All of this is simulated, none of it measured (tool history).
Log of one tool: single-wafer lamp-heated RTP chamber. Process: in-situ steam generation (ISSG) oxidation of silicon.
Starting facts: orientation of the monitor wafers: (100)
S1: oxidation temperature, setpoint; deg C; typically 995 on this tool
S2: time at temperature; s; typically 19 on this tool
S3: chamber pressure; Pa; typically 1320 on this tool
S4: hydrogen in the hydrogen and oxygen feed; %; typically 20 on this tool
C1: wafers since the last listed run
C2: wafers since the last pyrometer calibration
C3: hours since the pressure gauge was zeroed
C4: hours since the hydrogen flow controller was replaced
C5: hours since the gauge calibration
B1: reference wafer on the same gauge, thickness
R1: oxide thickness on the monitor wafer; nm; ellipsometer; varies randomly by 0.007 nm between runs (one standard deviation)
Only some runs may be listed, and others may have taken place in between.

run   hour    S1  S2    S3  S4   C1    C2      C3      C4     C5     B1     R1
  1    0.0   995  19  1320  20    0  6408  2006.6  7407.4   98.3  4.123  4.850
  2   14.4   995  19  1320  20  136  6545  2021.0  7421.8  112.7  4.119  4.847
  3   24.3   995  19  1360  20   93  6639  2030.9  7431.7  122.6  4.117  4.812
  4   39.8   995  19  1360  20  146  6785  2046.4  7447.2  138.1  4.120  4.833
  5   55.7   995  15  1320  14  150  6936  2062.3  7463.1  154.0  4.120  4.033
  6   73.3   995  15  1320  14  166  7103  2079.9  7480.7  171.6  4.120  4.040
  7   83.2   995  15  1320  14   93  7196  2089.8  7490.6  181.5  4.119  4.032
  8   91.6   995  19  1320  23   79  7276  2098.2  7499.0  189.9  4.120  5.022
  9   98.0   995  19  1320  20   60  7337  2104.6  7505.4  196.3  4.119  4.863
 10  104.9   995  19  1320  20   65  7402  2111.5  7512.3  203.2  4.121  4.863
 11  118.9   995  19  1320  20  132  7535  2125.5  7526.3  217.2  4.122  4.889
 12  125.3   995  19  1320  20   60  7595  2131.9  7532.7  223.6  4.119  4.873
 13  132.3   995  19  1320  20   66  7662  2138.9  7539.7  230.6  4.118  4.874
     166.3  -- gauge calibrated
 14  173.7   995  21  1320  20  392  8054  2180.3  7581.1    7.4  4.122  5.117
 15  181.9   995  19  1320  29   77  8131  2188.5  7589.3   15.6  4.119  5.308
 16  192.9   990  15  1360  13  104  8236  2199.5  7600.3   26.6  4.119  3.898
 17  203.6   984  19  1320  20  101  8337  2210.2  7611.0   37.3  4.120  4.681
     215.5  -- pressure gauge zeroed
 18  216.0   995  19  1120  14   41  8379     0.5  7623.4   49.7  4.121  4.598
 19  222.0   995  19  1320  20   56  8435     6.5  7629.4   55.7  4.119  4.896
     235.8  -- hydrogen flow controller replaced
     237.4  -- pyrometer window cleaned and pyrometer calibrated
 20  237.9  1006  19  1320  20   59     4    22.4     2.1   71.6  4.120  4.918
 21  241.2   995  25  1320  20   31    36    25.7     5.4   74.9  4.119  5.345
 22  254.7   995  19  1320  20  127   164    39.2    18.9   88.4  4.119  4.711
 23  266.9   995  15  1320  29  115   279    51.4    31.1  100.6  4.121  4.610
 24  274.5   980  19  1320  28   71   351    59.0    38.7  108.2  4.120  4.789
 25  286.1  1006  24  1320  17  109   461    70.6    50.3  119.8  4.121  5.322
 26  299.4   983  19  1360  20  125   587    83.9    63.6  133.1  4.122  4.482
 27  306.7   995  15  1320  14   69   656    91.2    70.9  140.4  4.119  3.929
 28  323.3   983  19  1360  20  157   813   107.8    87.5  157.0  4.120  4.489
 29  336.4   995  13  1320  12  124   937   120.9   100.6  170.1  4.120  3.562
 30  345.1   995  19  1320  20   82  1020   129.6   109.3  178.8  4.121  4.722

5 ways to go on from here, each from the tool as it stands after run 30. What would each give?
  A  345.5  995  19  1320  20   3  1024  130.0  109.7  179.2   ?   ?
  B  345.5  995  22  1360  20   3  1024  130.0  109.7  179.2   ?   ?
  C  345.5  984  14  1213  16   3  1024  130.0  109.7  179.2   ?   ?
  D  345.5  984  26  1320  13   3  1024  130.0  109.7  179.2   ?   ?
  E  345.5  995  19  1187  20   3  1024  130.0  109.7  179.2   ?   ?

run     B1     R1
  A  4.120  4.728
  B  4.120  5.033
  C  4.120  3.822
  D  4.120  4.806
  E  4.120  4.797
With the hidden condition removed and each run's random variation left untouched, the same runs would have given:
run     R1
  A  4.695
  B  4.997
  C  3.800
  D  4.773
  E  4.764
